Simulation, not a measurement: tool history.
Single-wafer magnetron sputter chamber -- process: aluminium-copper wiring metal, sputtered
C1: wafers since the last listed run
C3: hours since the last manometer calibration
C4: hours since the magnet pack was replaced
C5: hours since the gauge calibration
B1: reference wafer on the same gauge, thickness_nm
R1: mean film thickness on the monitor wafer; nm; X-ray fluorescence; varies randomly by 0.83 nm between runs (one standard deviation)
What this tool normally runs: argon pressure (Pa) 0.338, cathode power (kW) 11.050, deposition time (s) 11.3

run 1 hour=0.0 | argon_pressure_(Pa)=0.338 cathode_power_(kW)=11.050 deposition_time_(s)=11.3 | C1=0 wafers_on_the_sputter_target=5013 C3=1039.4 C4=11183.4 C5=266.4 | B1=225.032 | R1=237.000
run 2 hour=52.0 | argon_pressure_(Pa)=0.338 cathode_power_(kW)=11.050 deposition_time_(s)=11.3 | C1=1873 wafers_on_the_sputter_target=6887 C3=1091.4 C4=11235.4 C5=318.4 | B1=225.221 | R1=237.709
-- hour=62.6 sputter target and shields replaced
run 3 hour=104.2 | argon_pressure_(Pa)=0.338 cathode_power_(kW)=11.850 deposition_time_(s)=11.3 | C1=1592 wafers_on_the_sputter_target=1498 C3=1143.6 C4=11287.6 C5=370.6 | B1=224.877 | R1=254.611
run 4 hour=140.0 | argon_pressure_(Pa)=0.338 cathode_power_(kW)=11.850 deposition_time_(s)=11.3 | C1=1289 wafers_on_the_sputter_target=2788 C3=1179.4 C4=11323.4 C5=406.4 | B1=224.822 | R1=253.866
run 5 hour=192.2 | argon_pressure_(Pa)=0.338 cathode_power_(kW)=11.050 deposition_time_(s)=11.3 | C1=1880 wafers_on_the_sputter_target=4668 C3=1231.6 C4=11375.6 C5=458.6 | B1=224.906 | R1=237.939
run 6 hour=250.7 | argon_pressure_(Pa)=0.338 cathode_power_(kW)=11.050 deposition_time_(s)=12.0 | C1=2107 wafers_on_the_sputter_target=6776 C3=1290.1 C4=11434.1 C5=517.1 | B1=224.702 | R1=254.081
-- hour=260.5 magnet pack replaced
-- hour=276.7 sputter target and shields replaced
run 7 hour=340.0 | argon_pressure_(Pa)=0.338 cathode_power_(kW)=11.050 deposition_time_(s)=12.0 | C1=2640 wafers_on_the_sputter_target=2281 C3=1379.4 C4=79.5 C5=606.4 | B1=224.948 | R1=255.952
run 8 hour=368.7 | argon_pressure_(Pa)=0.237 cathode_power_(kW)=8.700 deposition_time_(s)=10.6 | C1=1033 wafers_on_the_sputter_target=3315 C3=1408.1 C4=108.2 C5=635.1 | B1=224.761 | R1=199.998
-- hour=399.4 gauge calibrated
run 9 hour=402.7 | argon_pressure_(Pa)=0.338 cathode_power_(kW)=11.050 deposition_time_(s)=10.4 | C1=1224 wafers_on_the_sputter_target=4540 C3=1442.1 C4=142.2 C5=3.3 | B1=224.928 | R1=221.758
run 10 hour=438.3 | argon_pressure_(Pa)=0.408 cathode_power_(kW)=12.100 deposition_time_(s)=10.6 | C1=1282 wafers_on_the_sputter_target=5822 C3=1477.7 C4=177.8 C5=38.9 | B1=225.172 | R1=231.695
run 11 hour=497.6 | argon_pressure_(Pa)=0.230 cathode_power_(kW)=9.650 deposition_time_(s)=11.3 | C1=2136 wafers_on_the_sputter_target=7958 C3=1537.0 C4=237.1 C5=98.2 | B1=225.044 | R1=230.880
-- hour=523.3 sputter target and shields replaced
-- hour=533.7 capacitance manometer re-zeroed and calibrated
run 12 hour=558.0 | argon_pressure_(Pa)=0.408 cathode_power_(kW)=12.100 deposition_time_(s)=10.6 | C1=1599 wafers_on_the_sputter_target=962 C3=24.3 C4=297.5 C5=158.6 | B1=225.263 | R1=223.497
run 13 hour=603.9 | argon_pressure_(Pa)=0.256 cathode_power_(kW)=11.050 deposition_time_(s)=11.3 | C1=1653 wafers_on_the_sputter_target=2616 C3=70.2 C4=343.4 C5=204.5 | B1=225.006 | R1=248.570
run 14 hour=654.0 | argon_pressure_(Pa)=0.204 cathode_power_(kW)=9.950 deposition_time_(s)=11.3 | C1=1804 wafers_on_the_sputter_target=4420 C3=120.3 C4=393.5 C5=254.6 | B1=225.040 | R1=236.708
run 15 hour=685.8 | argon_pressure_(Pa)=0.338 cathode_power_(kW)=11.050 deposition_time_(s)=11.3 | C1=1145 wafers_on_the_sputter_target=5566 C3=152.1 C4=425.3 C5=286.4 | B1=224.884 | R1=232.008

Some steps in R1 between neighbouring runs. How much of each would the tool show without its hidden state too (settings, what came in, random variation), and how much is left for the hidden state, with any gauge scatter that isn't in both results?
Hidden state at play: deposition rate above that of a new target (%); true argon pressure above the setpoint (%); gauge reads high (%).
Run 7 -> 8: argon pressure (Pa) 0.338 -> 0.237, cathode power (kW) 11.050 -> 8.700, deposition time (s) 12.0 -> 10.6. R1 -55.954 nm: hidden state -4.479, all else -51.475.
Run 10 -> 11: argon pressure (Pa) 0.408 -> 0.230, cathode power (kW) 12.100 -> 9.650, deposition time (s) 10.6 -> 11.3. R1 -0.815 nm: hidden state -6.061, all else +5.246.
